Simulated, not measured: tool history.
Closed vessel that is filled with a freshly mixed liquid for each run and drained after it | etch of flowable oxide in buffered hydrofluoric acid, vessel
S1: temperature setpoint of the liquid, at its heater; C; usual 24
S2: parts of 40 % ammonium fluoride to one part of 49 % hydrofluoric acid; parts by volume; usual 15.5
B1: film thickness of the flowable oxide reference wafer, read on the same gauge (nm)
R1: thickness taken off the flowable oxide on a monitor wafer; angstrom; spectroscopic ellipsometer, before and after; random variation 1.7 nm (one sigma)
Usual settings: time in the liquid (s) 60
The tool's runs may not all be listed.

{"run": 1, "hour": 0.0, "S1": 28, "S2": 15.5, "time in the liquid (s)": 60, "B1": 119.95, "R1": 3195.7}
{"run": 2, "hour": 26.1, "S1": 28, "S2": 15.5, "time in the liquid (s)": 60, "B1": 119.99, "R1": 3239}
{"run": 3, "hour": 84.2, "S1": 24, "S2": 15.5, "time in the liquid (s)": 60, "B1": 120, "R1": 2652.7}
{"run": 4, "hour": 130.4, "S1": 24, "S2": 15.5, "time in the liquid (s)": 35, "B1": 119.96, "R1": 1529.5}
{"run": 5, "hour": 163.4, "S1": 24, "S2": 15.5, "time in the liquid (s)": 50, "B1": 119.99, "R1": 2223.2}
{"run": 6, "hour": 300.7, "S1": 22, "S2": 15.5, "time in the liquid (s)": 60, "B1": 119.99, "R1": 2389.9}
{"hour": 307.6, "done": "gauge calibrated"}
{"run": 7, "hour": 352.5, "S1": 22, "S2": 15.5, "time in the liquid (s)": 60, "B1": 120, "R1": 2450.4}
{"run": 8, "hour": 416.0, "S1": 24, "S2": 15.5, "time in the liquid (s)": 60, "B1": 120.02, "R1": 2769.8}
{"run": 9, "hour": 447.4, "S1": 24, "S2": 15.5, "time in the liquid (s)": 60, "B1": 119.96, "R1": 2752.4}
{"run": 10, "hour": 517.4, "S1": 24, "S2": 15.5, "time in the liquid (s)": 60, "B1": 119.97, "R1": 2752.9}
{"run": 11, "hour": 574.2, "S1": 24, "S2": 15.5, "time in the liquid (s)": 60, "B1": 120.04, "R1": 2804.4}
{"hour": 595.6, "done": "thermometer replaced"}
{"hour": 595.8, "done": "hydrofluoric acid flow meter replaced"}
{"run": 12, "hour": 616.8, "S1": 24, "S2": 15.5, "time in the liquid (s)": 60, "B1": 119.97, "R1": 2213.4}
{"run": 13, "hour": 664.8, "S1": 24, "S2": 15.5, "time in the liquid (s)": 60, "B1": 120.03, "R1": 2214.5}
{"run": 14, "hour": 718.9, "S1": 24, "S2": 15.5, "time in the liquid (s)": 60, "B1": 119.96, "R1": 2204.7}
{"run": 15, "hour": 776.9, "S1": 24, "S2": 15.5, "time in the liquid (s)": 60, "B1": 120.01, "R1": 2254}
{"run": 16, "hour": 823.3, "S1": 27.5, "S2": 15.5, "time in the liquid (s)": 50, "B1": 119.99, "R1": 2275.2}
{"run": 17, "hour": 868.7, "S1": 24, "S2": 15.5, "time in the liquid (s)": 40, "B1": 119.99, "R1": 1502.9}
{"run": 18, "hour": 903.8, "S1": 24, "S2": 15.5, "time in the liquid (s)": 60, "B1": 120.03, "R1": 2261}
{"run": 19, "hour": 930.6, "S1": 24, "S2": 15.5, "time in the liquid (s)": 60, "B1": 119.98, "R1": 2282.8}
{"run": 20, "hour": 1000.2, "S1": 24, "S2": 13.5, "time in the liquid (s)": 60, "B1": 120.04, "R1": 2641.5}
{"run": 21, "hour": 1059.3, "S1": 25.5, "S2": 15.5, "time in the liquid (s)": 60, "B1": 120.01, "R1": 2514.3}
{"hour": 1080.8, "done": "gauge calibrated"}
{"run": 22, "hour": 1091.2, "S1": 22.5, "S2": 15.5, "time in the liquid (s)": 60, "B1": 119.99, "R1": 2150}
{"run": 23, "hour": 1125.7, "S1": 28.5, "S2": 10.5, "time in the liquid (s)": 70, "B1": 120.05, "R1": 5107.8}
{"run": 24, "hour": 1181.5, "S1": 28, "S2": 15.5, "time in the liquid (s)": 35, "B1": 120.04, "R1": 1687.5}
{"run": 25, "hour": 1232.2, "S1": 22, "S2": 11.5, "time in the liquid (s)": 35, "B1": 120, "R1": 1658.3}
{"run": 26, "hour": 1301.7, "S1": 24, "S2": 15.5, "time in the liquid (s)": 60, "B1": 120.03, "R1": 2367.1}
{"run": 27, "hour": 1328.5, "S1": 24, "S2": 15.5, "time in the liquid (s)": 60, "B1": 120, "R1": 2360.8}
{"run": 28, "hour": 1491.2, "S1": 24, "S2": 15.5, "time in the liquid (s)": 60, "B1": 119.98, "R1": 2462.6}
{"run": 29, "hour": 1519.0, "S1": 21, "S2": 19.5, "time in the liquid (s)": 80, "B1": 119.99, "R1": 2184.5}

The same runs without the tool's hidden state, with the same run-to-run variation:
The hidden state here: liquid hotter than its thermometer reads (K); hydrofluoric acid flow above the setpoint (%); gauge reads high (%).
run=1 R1=2676.5
run=2 R1=2703.6
run=3 R1=2193.9
run=4 R1=1258.3
run=5 R1=1821.2
run=6 R1=1923.4
run=7 R1=1961.1
run=8 R1=2204.1
run=9 R1=2182.2
run=10 R1=2164.6
run=11 R1=2191
run=12 R1=2192
run=13 R1=2180.6
run=14 R1=2156.7
run=15 R1=2188.4
run=16 R1=2197.8
run=17 R1=1442.5
run=18 R1=2161.2
run=19 R1=2175.5
run=20 R1=2495.7
run=21 R1=2358.4
run=22 R1=2007.6
run=23 R1=4758.9
run=24 R1=1561.1
run=25 R1=1522.7
run=26 R1=2156.4
run=27 R1=2143.3
run=28 R1=2192.8
run=29 R1=1935.6
